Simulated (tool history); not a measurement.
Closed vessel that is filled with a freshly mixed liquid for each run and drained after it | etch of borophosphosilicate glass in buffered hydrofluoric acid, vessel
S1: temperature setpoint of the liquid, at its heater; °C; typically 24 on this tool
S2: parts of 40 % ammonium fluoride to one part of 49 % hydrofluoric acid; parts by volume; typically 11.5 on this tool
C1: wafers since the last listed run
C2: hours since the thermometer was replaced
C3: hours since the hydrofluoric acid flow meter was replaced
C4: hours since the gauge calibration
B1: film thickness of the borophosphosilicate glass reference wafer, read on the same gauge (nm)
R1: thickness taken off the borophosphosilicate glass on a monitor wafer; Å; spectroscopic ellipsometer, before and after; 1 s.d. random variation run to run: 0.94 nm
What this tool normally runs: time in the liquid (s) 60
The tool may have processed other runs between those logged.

run 1 hour=0 | S1=24 S2=11.5 time_in_the_liquid_(s)=45 | C1=0 C2=900.7 C3=690.4 C4=803.6 | B1=79.99 | R1=854.3
-- hour=66.1 hydrofluoric acid flow meter replaced
run 2 hour=103.2 | S1=24 S2=11.5 time_in_the_liquid_(s)=60 | C1=10087 C2=1003.9 C3=37.1 C4=906.8 | B1=80.01 | R1=1128.8
run 3 hour=171.4 | S1=24 S2=11.5 time_in_the_liquid_(s)=60 | C1=6731 C2=1072.1 C3=105.3 C4=975 | B1=80.02 | R1=1123.9
run 4 hour=473.2 | S1=24 S2=11.5 time_in_the_liquid_(s)=60 | C1=29789 C2=1373.9 C3=407.1 C4=1276.8 | B1=80.03 | R1=1139.4
run 5 hour=573.6 | S1=24 S2=9 time_in_the_liquid_(s)=60 | C1=9910 C2=1474.3 C3=507.5 C4=1377.2 | B1=80.04 | R1=1404.7
run 6 hour=681.6 | S1=24 S2=9 time_in_the_liquid_(s)=60 | C1=10660 C2=1582.3 C3=615.5 C4=1485.2 | B1=80 | R1=1386.1
run 7 hour=760.1 | S1=24 S2=9 time_in_the_liquid_(s)=60 | C1=7748 C2=1660.8 C3=694 C4=1563.7 | B1=79.98 | R1=1366.7
-- hour=780.4 hydrofluoric acid flow meter replaced
run 8 hour=858.3 | S1=24 S2=11.5 time_in_the_liquid_(s)=60 | C1=9594 C2=1759 C3=77.9 C4=1661.9 | B1=80.03 | R1=1117.8
run 9 hour=928 | S1=24 S2=12.5 time_in_the_liquid_(s)=60 | C1=6879 C2=1828.7 C3=147.6 C4=1731.6 | B1=79.99 | R1=1039.4
run 10 hour=999.3 | S1=24 S2=12.5 time_in_the_liquid_(s)=60 | C1=7037 C2=1900 C3=218.9 C4=1802.9 | B1=80 | R1=1042.9
run 11 hour=1051 | S1=21.5 S2=11.5 time_in_the_liquid_(s)=60 | C1=5103 C2=1951.7 C3=270.6 C4=1854.6 | B1=80 | R1=996.8
-- hour=1121.4 gauge calibrated
run 12 hour=1153.8 | S1=21.5 S2=11.5 time_in_the_liquid_(s)=60 | C1=10146 C2=2054.5 C3=373.4 C4=32.4 | B1=79.98 | R1=981
run 13 hour=1256.1 | S1=21.5 S2=11.5 time_in_the_liquid_(s)=60 | C1=10097 C2=2156.8 C3=475.7 C4=134.7 | B1=80.01 | R1=985.3
-- hour=1281.2 thermometer replaced
run 14 hour=1297.4 | S1=24 S2=11.5 time_in_the_liquid_(s)=60 | C1=3977 C2=16.2 C3=517 C4=176 | B1=80.02 | R1=1135.7
run 15 hour=1385.4 | S1=24 S2=8.5 time_in_the_liquid_(s)=60 | C1=8686 C2=104.2 C3=605 C4=264 | B1=80.04 | R1=1454.4
run 16 hour=1437.9 | S1=24 S2=9 time_in_the_liquid_(s)=60 | C1=5182 C2=156.7 C3=657.5 C4=316.5 | B1=80 | R1=1370.5
-- hour=1509.9 hydrofluoric acid flow meter replaced
run 17 hour=1530 | S1=24 S2=11.5 time_in_the_liquid_(s)=75 | C1=8992 C2=248.8 C3=20.1 C4=408.6 | B1=79.97 | R1=1405
run 18 hour=1624.1 | S1=24 S2=11.5 time_in_the_liquid_(s)=60 | C1=9288 C2=342.9 C3=114.2 C4=502.7 | B1=80 | R1=1149.2
run 19 hour=1729.4 | S1=21 S2=11.5 time_in_the_liquid_(s)=40 | C1=10393 C2=448.2 C3=219.5 C4=608 | B1=80.03 | R1=646.1
run 20 hour=1798.7 | S1=27 S2=13 time_in_the_liquid_(s)=60 | C1=6840 C2=517.5 C3=288.8 C4=677.3 | B1=79.99 | R1=1189.6
run 21 hour=1869.2 | S1=24 S2=11.5 time_in_the_liquid_(s)=35 | C1=6958 C2=588 C3=359.3 C4=747.8 | B1=80 | R1=662.8
run 22 hour=1908.9 | S1=24 S2=9 time_in_the_liquid_(s)=60 | C1=3918 C2=627.7 C3=399 C4=787.5 | B1=80.01 | R1=1397.5
run 23 hour=2002.8 | S1=27 S2=11.5 time_in_the_liquid_(s)=90 | C1=9268 C2=721.6 C3=492.9 C4=881.4 | B1=80.01 | R1=1988.3
run 24 hour=2053.5 | S1=20 S2=7 time_in_the_liquid_(s)=35 | C1=5004 C2=772.3 C3=543.6 C4=932.1 | B1=79.98 | R1=861.5
run 25 hour=2130.3 | S1=19.5 S2=15 time_in_the_liquid_(s)=85 | C1=7580 C2=849.1 C3=620.4 C4=1008.9 | B1=79.98 | R1=964.4
run 26 hour=2199.7 | S1=24 S2=11.5 time_in_the_liquid_(s)=60 | C1=6850 C2=918.5 C3=689.8 C4=1078.3 | B1=80 | R1=1128.8
run 27 hour=2277.6 | S1=24 S2=11.5 time_in_the_liquid_(s)=60 | C1=7689 C2=996.4 C3=767.7 C4=1156.2 | B1=80.01 | R1=1144.1

Exercise: give the hidden state of the tool at every run:
liquid hotter than its thermometer reads (K): 0, the same for each run
hydrofluoric acid flow above the setpoint (%): 0, the same for each run
gauge reads high (%): 0, the same for each run
